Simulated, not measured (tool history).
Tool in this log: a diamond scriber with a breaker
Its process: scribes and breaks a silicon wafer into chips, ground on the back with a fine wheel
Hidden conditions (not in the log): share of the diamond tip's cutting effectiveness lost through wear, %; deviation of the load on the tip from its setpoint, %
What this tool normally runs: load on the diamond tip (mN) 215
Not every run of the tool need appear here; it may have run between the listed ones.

| run | day | load on the diamond tip (mN) | wafers since the last listed run | hours since the diamond tip was replaced | hours since the load on the tip was calibrated | incoming depth of the damage left on the back of the incoming wafer, um | depth of the median crack under the scribed line (nm) | chips rejected at inspection after the break (%) |
|---|---|---|---|---|---|---|---|---|
| 1 | 0 | 229 | 0 | 283.3 | 1232.4 | 2.95 | 13260 | 2.35 |
| 2 | 3.562 | 229 | 313 | 368.8 | 1317.9 | 2.09 | 13540 | 1.91 |
| 3 | 6.962 | 173 | 298 | 450.4 | 1399.5 | 2.3 | 11540 | 7.83 |
|  | 11.004 | diamond tip replaced by a new one |
| 4 | 11.067 | 173 | 353 | 1.5 | 1498 | 2.71 | 11460 | 8.65 |
| 5 | 13.467 | 215 | 210 | 59.1 | 1555.6 | 2.23 | 12410 | 2.9 |
| 6 | 15.721 | 260 | 198 | 113.2 | 1609.7 | 1.62 | 13930 | 1.72 |
| 7 | 18.792 | 172 | 269 | 186.9 | 1683.4 | 1.9 | 11320 | 9.12 |
| 8 | 20.642 | 249 | 162 | 231.3 | 1727.8 | 2.17 | 13810 | 1.86 |
| 9 | 24.842 | 168 | 369 | 332.1 | 1828.6 | 1.93 | 10870 | 11.79 |
| 10 | 28.883 | 266 | 355 | 429.1 | 1925.6 | 2.78 | 13720 | 2.22 |
|  | 30.988 | diamond tip replaced by a new one |
|  | 31.596 | load on the tip recalibrated |
| 11 | 32.496 | 275 | 302 | 36.2 | 21.6 | 2.66 | 15400 | 5.11 |
| 12 | 35.667 | 215 | 278 | 112.3 | 97.7 | 2.09 | 13610 | 1.71 |
| 13 | 39.892 | 159 | 371 | 213.7 | 199.1 | 1.8 | 11660 | 7.22 |
| 14 | 42.821 | 265 | 257 | 284 | 269.4 | 2.21 | 14920 | 4.13 |
| 15 | 47.088 | 160 | 375 | 386.4 | 371.8 | 1.61 | 11410 | 6.91 |

Entry by entry between the runs, the difference in hidden state between the last listed run before and the first listed run after:
In the gap between runs 3 and 4: diamond tip replaced by a new one (day 11.004)
  deviation of the load on the tip from its setpoint, %: -10.1 -> -11.5
  difference, measured minus the result without the unlogged condition, depth of the median crack under the scribed line (nm): -660 -> -750; chips rejected at inspection after the break (%): +3.23 -> +3.77
In the gap between runs 10 and 11: diamond tip replaced by a new one (day 30.988); load on the tip recalibrated (day 31.596)
  deviation of the load on the tip from its setpoint, %: -18.7 -> -0.721
  difference, measured minus the result without the unlogged condition, depth of the median crack under the scribed line (nm): -1530 -> -60; chips rejected at inspection after the break (%): -2.57 -> -0.19
